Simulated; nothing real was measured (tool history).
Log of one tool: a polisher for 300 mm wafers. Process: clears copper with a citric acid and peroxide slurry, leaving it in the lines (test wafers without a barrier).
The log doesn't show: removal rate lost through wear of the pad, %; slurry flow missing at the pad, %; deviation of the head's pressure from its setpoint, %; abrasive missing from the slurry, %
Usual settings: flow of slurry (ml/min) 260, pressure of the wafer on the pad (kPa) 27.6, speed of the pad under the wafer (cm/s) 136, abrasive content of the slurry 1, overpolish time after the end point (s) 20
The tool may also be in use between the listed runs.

run,hour,flow of slurry (ml/min),pressure of the wafer on the pad (kPa),speed of the pad under the wafer (cm/s),abrasive content of the slurry,overpolish time after the end point (s),wafers since the last listed run,wafers polished on this pad,hours since the slurry nozzle was cleaned,hours since the head pressure was calibrated,hours since the slurry blender was calibrated,"incoming thickness of the incoming film, nm",time until the end point was called (s),dishing of a wide line in a test structure (angstrom)
1,0,260,27.6,110,1,20,0,1599,76.6,1173.6,530,373.3,149.5,408
# hour 57.8: head pressure recalibrated
2,77.2,260,27.6,136,1,20,468,2067,153.8,19.4,607.2,378.7,129.7,456
3,164.4,260,27.6,110,1,20,543,2611,241,106.6,694.4,373.1,150.9,424
# hour 215.7: slurry blender recalibrated
4,216,260,27.6,136,1,20,308,2919,292.6,158.2,0.3,380.5,123.5,517
5,278,260,27.6,136,1,20,386,3306,354.6,220.2,62.3,380.3,128.2,477
6,360.3,260,34.5,136,1,20,512,3818,436.9,302.5,144.6,371.3,102.7,552
7,433.1,260,27.6,136,1,12,453,4272,509.7,375.3,217.4,381.2,130.6,309
# hour 446: worn pad replaced by a new one
8,502.7,335,27.6,136,1,20,408,353,579.3,444.9,287,377.5,127.4,483
# hour 543.3: slurry nozzle cleaned
9,545.1,320,27.6,136,1.2,20,257,611,1.8,487.3,329.4,379.5,126.2,504
10,605.4,260,27.6,136,1,20,375,986,62.1,547.6,389.7,373.6,126.1,474
11,677.8,260,23.4,154,1.15,20,450,1437,134.5,620,462.1,376.9,134.9,471
12,746.6,260,35.9,104,1.25,25,428,1866,203.3,688.8,530.9,373.2,122.8,574
13,792.5,260,27.6,102,0.85,30,285,2151,249.2,734.7,576.8,379.1,159.8,566
14,882.8,260,30.3,96,1,15,562,2714,339.5,825,667.1,367.2,146.2,327
15,935.2,230,22.8,180,1,14,326,3040,391.9,877.4,719.5,367.9,128.5,355
# hour 971.8: slurry blender recalibrated
16,973.2,260,31,136,1.15,20,224,3264,429.9,915.4,1.4,382.3,108.9,542
17,1012.7,315,27.6,136,1,20,246,3510,469.4,954.9,40.9,376.6,119.7,508
18,1072.8,260,27.6,136,1,20,374,3885,529.5,1015,101,371.4,121.5,491
19,1155.8,290,22.8,160,0.85,20,516,4402,612.5,1098,184,369.2,130.2,459
# hour 1225.5: worn pad replaced by a new one
# hour 1234.9: slurry nozzle cleaned
20,1254.9,180,27.6,136,1,20,586,176,20,1197.1,283.1,374.5,134.6,452
21,1361.4,205,27.6,120,1,29,663,840,126.5,1303.6,389.6,377.5,143.9,563
# hour 1411.1: head pressure recalibrated
22,1626.2,340,27.6,150,1.25,9,1636,2476,391.3,215.1,654.4,375.2,116.1,259
# hour 1691.6: slurry blender recalibrated
23,1711.5,260,33.1,136,1,31,518,2995,476.6,300.4,19.9,371.6,106.5,761
24,1819.2,260,27.6,136,1,17,670,3666,584.3,408.1,127.6,375.1,123.1,413
# hour 1831.7: worn pad replaced by a new one
25,1898.9,225,22.1,94,1,20,471,418,664,487.8,207.3,371.6,185.1,351
26,1976.7,350,36.5,136,1,20,484,903,741.8,565.6,285.1,374.5,104.1,571
# hour 1997.7: slurry nozzle cleaned
27,2014.8,170,23.4,152,1.25,20,231,1134,17.1,603.7,323.2,380.3,142.6,435

Forecast each of these 5 alternatives for the next run:
A,2015.3,260,27.6,88,1,20,3,1137,17.6,604.2,323.7,382.1,?,?
B,2015.3,260,31,136,1,20,3,1137,17.6,604.2,323.7,382.1,?,?
C,2015.3,195,27.6,136,0.8,20,3,1137,17.6,604.2,323.7,382.1,?,?
D,2015.3,345,27.6,154,1.2,11,3,1137,17.6,604.2,323.7,382.1,?,?
E,2015.3,260,27.6,170,1,20,3,1137,17.6,604.2,323.7,382.1,?,?

run,time until the end point was called (s),dishing of a wide line in a test structure (angstrom)
A,169.1,402
B,122.7,519
C,145.1,454
D,116.1,334
E,116.2,538
Without the tool's hidden state the same runs would have given:
run,time until the end point was called (s),dishing of a wide line in a test structure (angstrom)
A,156.3,428
B,113.4,551
C,134.4,482
D,107.2,357
E,107.5,570
